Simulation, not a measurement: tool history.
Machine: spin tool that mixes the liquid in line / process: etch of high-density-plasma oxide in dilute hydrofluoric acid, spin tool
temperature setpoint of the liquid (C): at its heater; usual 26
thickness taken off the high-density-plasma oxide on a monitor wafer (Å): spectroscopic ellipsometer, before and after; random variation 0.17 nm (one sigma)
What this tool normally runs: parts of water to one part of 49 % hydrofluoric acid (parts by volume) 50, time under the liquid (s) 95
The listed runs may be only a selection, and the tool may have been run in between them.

| run | hour | temperature setpoint of the liquid (C) | parts of water to one part of 49 % hydrofluoric acid (parts by volume) | time under the liquid (s) | read-back film thickness of the high-density-plasma oxide reference wafer, read on the same gauge (nm) | thickness taken off the high-density-plasma oxide on a monitor wafer (Å) |
|---|---|---|---|---|---|---|
| 1 | 0 | 26 | 50 | 95 | 89.97 | 154.6 |
| 2 | 41.3 | 26 | 50 | 95 | 90.03 | 156.3 |
| 3 | 75 | 26 | 50 | 95 | 89.95 | 152.8 |
|  | 110.6 | gauge calibrated |
| 4 | 136.4 | 26 | 50 | 95 | 89.97 | 153 |
| 5 | 199.7 | 26 | 50 | 95 | 90.02 | 151.3 |
|  | 215.6 | hydrofluoric acid flow meter replaced |
|  | 222.6 | thermometer replaced |
| 6 | 249.9 | 26 | 50 | 95 | 90 | 186.7 |
| 7 | 298.6 | 26 | 50 | 95 | 89.97 | 191.2 |
| 8 | 456.9 | 22.5 | 30 | 140 | 90.01 | 405.3 |
| 9 | 501.4 | 21.5 | 50 | 55 | 90 | 88.7 |
| 10 | 598.9 | 30 | 30 | 95 | 89.99 | 367.9 |
| 11 | 666.6 | 24 | 30 | 95 | 89.99 | 282.6 |
| 12 | 861.6 | 28.5 | 35 | 50 | 90 | 150.5 |
| 13 | 898 | 23 | 35 | 115 | 90.01 | 269.5 |
| 14 | 932.1 | 28.5 | 55 | 60 | 89.99 | 111 |
| 15 | 993.9 | 30 | 60 | 75 | 90.01 | 130.4 |
| 16 | 1018.2 | 26 | 50 | 95 | 89.99 | 173.4 |
| 17 | 1068.6 | 26 | 70 | 75 | 90.03 | 92.4 |
| 18 | 1119 | 30.5 | 60 | 120 | 90.03 | 209.1 |
| 19 | 1187.5 | 28 | 40 | 95 | 90.06 | 230.7 |
| 20 | 1242.2 | 29.5 | 65 | 60 | 89.95 | 91.8 |
| 21 | 1277.5 | 24 | 35 | 115 | 89.97 | 271.5 |
| 22 | 1327.9 | 26 | 50 | 95 | 90.03 | 164.4 |
| 23 | 1435.5 | 26 | 50 | 95 | 89.96 | 159.9 |
| 24 | 1467.1 | 26 | 50 | 95 | 90.06 | 162.5 |
| 25 | 1494.1 | 28.5 | 50 | 95 | 90 | 179 |
| 26 | 1537.1 | 26 | 50 | 60 | 89.96 | 99.3 |
|  | 1571.1 | hydrofluoric acid flow meter replaced |
| 27 | 1639.6 | 21 | 40 | 55 | 90.01 | 105.9 |
| 28 | 1667.2 | 26 | 50 | 95 | 89.98 | 181.1 |
| 29 | 1711 | 23.5 | 30 | 145 | 90 | 423.2 |
| 30 | 1762.4 | 24 | 65 | 120 | 89.99 | 154 |
| 31 | 1794.4 | 26 | 50 | 95 | 89.97 | 175.8 |
| 32 | 1864.9 | 26 | 50 | 95 | 89.98 | 176.3 |

Alternative continuations, all from the tool just after run 32; predict every row:
| A | 1865.3 | 26 | 50 | 95 | ? | ? |
| B | 1865.3 | 21.5 | 50 | 95 | ? | ? |
| C | 1865.3 | 22 | 65 | 135 | ? | ? |
| D | 1865.3 | 30 | 60 | 95 | ? | ? |

| run | read-back film thickness of the high-density-plasma oxide reference wafer, read on the same gauge (nm) | thickness taken off the high-density-plasma oxide on a monitor wafer (Å) |
|---|---|---|
| A | 89.99 | 175.6 |
| B | 89.99 | 145.5 |
| C | 89.99 | 159.5 |
| D | 89.99 | 169.4 |
The same runs, with their run-to-run variation unchanged, on a tool lacking any hidden condition would have given:
| run | thickness taken off the high-density-plasma oxide on a monitor wafer (Å) |
|---|---|
| A | 193.8 |
| B | 161 |
| C | 176.4 |
| D | 186.6 |
